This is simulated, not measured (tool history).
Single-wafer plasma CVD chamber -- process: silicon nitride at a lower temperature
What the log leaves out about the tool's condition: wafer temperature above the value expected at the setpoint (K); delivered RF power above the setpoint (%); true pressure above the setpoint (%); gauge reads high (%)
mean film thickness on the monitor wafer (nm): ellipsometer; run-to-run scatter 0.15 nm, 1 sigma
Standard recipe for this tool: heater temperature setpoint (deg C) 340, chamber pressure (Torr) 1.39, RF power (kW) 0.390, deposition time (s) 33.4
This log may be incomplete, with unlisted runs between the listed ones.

run     day  heater temperature setpoint (deg C)  chamber pressure (Torr)  RF power (kW)  deposition time (s)  wafers since the last listed run  hours since the last thermocouple change  hours since the last RF generator calibration  hours since the last manometer calibration  hours since the showerhead was replaced  hours since the gauge calibration  read-back reference wafer on the same gauge, thickness_nm  mean film thickness on the monitor wafer (nm)
  1   0.000                                  340                     1.59          0.390                 33.4                                 0                                      59.4                                           60.7                                        39.8                                   6742.7                              338.8                                                     45.160                                         43.866
  2   0.279                                  340                     1.59          0.390                 33.4                               133                                      66.1                                           67.4                                        46.5                                   6749.4                              345.5                                                     45.205                                         43.781
  3   0.608                                  340                     1.59          0.390                 33.4                               156                                      74.0                                           75.3                                        54.4                                   6757.3                              353.4                                                     45.167                                         44.059
  4   1.042                                  334                     1.39          0.370                 33.4                               206                                      84.4                                           85.7                                        64.8                                   6767.7                              363.8                                                     45.187                                         41.068
  5   1.700                                  340                     1.39          0.390                 33.4                               313                                     100.2                                          101.5                                        80.6                                   6783.5                              379.6                                                     45.236                                         41.826
  6   2.021                                  331                     1.72          0.465                 33.4                               152                                     107.9                                          109.2                                        88.3                                   6791.2                              387.3                                                     45.171                                         48.960
  7   4.025                                  340                     1.39          0.390                 37.1                               955                                     156.0                                          157.3                                       136.4                                   6839.3                              435.4                                                     45.201                                         46.010
      4.867  -- showerhead replaced
  8   4.888                                  340                     1.63          0.390                 33.4                               252                                     176.7                                          178.0                                       157.1                                      0.5                              456.1                                                     45.207                                         43.424
  9   5.225                                  340                     1.39          0.390                 33.4                               160                                     184.8                                          186.1                                       165.2                                      8.6                              464.2                                                     45.190                                         41.477
 10   5.621                                  329                     1.64          0.390                 33.4                               188                                     194.3                                          195.6                                       174.7                                     18.1                              473.7                                                     45.249                                         43.274
 11   5.917                                  340                     1.39          0.390                 33.4                               140                                     201.4                                          202.7                                       181.8                                     25.2                              480.8                                                     45.241                                         41.198
 12   6.446                                  340                     1.23          0.325                 33.4                               252                                     214.1                                          215.4                                       194.5                                     37.9                              493.5                                                     45.219                                         35.912
 13   6.767                                  348                     1.39          0.390                 33.4                               152                                     221.8                                          223.1                                       202.2                                     45.6                              501.2                                                     45.202                                         41.338
 14   7.475                                  340                     1.39          0.340                 35.5                               337                                     238.8                                          240.1                                       219.2                                     62.6                              518.2                                                     45.226                                         40.657
 15   7.754                                  344                     1.09          0.345                 33.4                               133                                     245.5                                          246.8                                       225.9                                     69.3                              524.9                                                     45.197                                         35.778
 16   8.450                                  340                     1.39          0.330                 33.4                               331                                     262.2                                          263.5                                       242.6                                     86.0                              541.6                                                     45.176                                         37.528
      8.488  -- gauge calibrated
 17   9.054                                  340                     1.39          0.390                 36.3                               287                                     276.7                                          278.0                                       257.1                                    100.5                               13.6                                                     45.199                                         44.897
 18   9.533                                  351                     1.62          0.320                 33.4                               228                                     288.2                                          289.5                                       268.6                                    112.0                               25.1                                                     45.213                                         38.528
 19   9.871                                  340                     1.09          0.390                 29.4                               160                                     296.3                                          297.6                                       276.7                                    120.1                               33.2                                                     45.192                                         33.381
 20  10.154                                  340                     1.39          0.390                 27.5                               135                                     303.1                                          304.4                                       283.5                                    126.9                               40.0                                                     45.179                                         33.663
 21  10.575                                  340                     1.17          0.390                 30.9                               200                                     313.2                                          314.5                                       293.6                                    137.0                               50.1                                                     45.180                                         35.798
 22  10.962                                  340                     1.39          0.390                 33.4                               184                                     322.5                                          323.8                                       302.9                                    146.3                               59.4                                                     45.235                                         40.781
 23  11.500                                  340                     1.39          0.390                 33.4                               256                                     335.4                                          336.7                                       315.8                                    159.2                               72.3                                                     45.265                                         40.823
 24  11.925                                  340                     1.39          0.390                 33.4                               202                                     345.6                                          346.9                                       326.0                                    169.4                               82.5                                                     45.164                                         40.489
 25  12.425                                  340                     1.66          0.390                 33.4                               238                                     357.6                                          358.9                                       338.0                                    181.4                               94.5                                                     45.212                                         42.986
 26  12.771                                  340                     1.55          0.450                 39.8                               164                                     365.9                                          367.2                                       346.3                                    189.7                              102.8                                                     45.198                                         53.917
 27  13.138                                  326                     1.39          0.390                 29.7                               174                                     374.7                                          376.0                                       355.1                                    198.5                              111.6                                                     45.218                                         36.478
 28  14.217                                  340                     1.13          0.360                 33.4                               514                                     400.6                                          401.9                                       381.0                                    224.4                              137.5                                                     45.221                                         36.367

5 ways to go on from here, each from the tool as it stands after run 28. What would each give?
  A  14.233                                  340                     1.39          0.390                 33.4                                 7                                     401.0                                          402.3                                       381.4                                    224.8                              137.9                                                          ?                                              ?
  B  14.233                                  347                     1.15          0.445                 33.4                                 7                                     401.0                                          402.3                                       381.4                                    224.8                              137.9                                                          ?                                              ?
  C  14.233                                  352                     1.39          0.390                 33.4                                 7                                     401.0                                          402.3                                       381.4                                    224.8                              137.9                                                          ?                                              ?
  D  14.233                                  330                     1.55          0.345                 35.5                                 7                                     401.0                                          402.3                                       381.4                                    224.8                              137.9                                                          ?                                              ?
  E  14.233                                  354                     1.39          0.440                 33.4                                 7                                     401.0                                          402.3                                       381.4                                    224.8                              137.9                                                          ?                                              ?

run  read-back reference wafer on the same gauge, thickness_nm  mean film thickness on the monitor wafer (nm)
  A                                                     45.227                                         40.573
  B                                                     45.227                                         40.895
  C                                                     45.227                                         40.414
  D                                                     45.227                                         41.880
  E                                                     45.227                                         43.034
Without the tool's hidden state the same runs would have given:
run  mean film thickness on the monitor wafer (nm)
  A                                         42.772
  B                                         43.026
  C                                         42.604
  D                                         44.138
  E                                         45.242
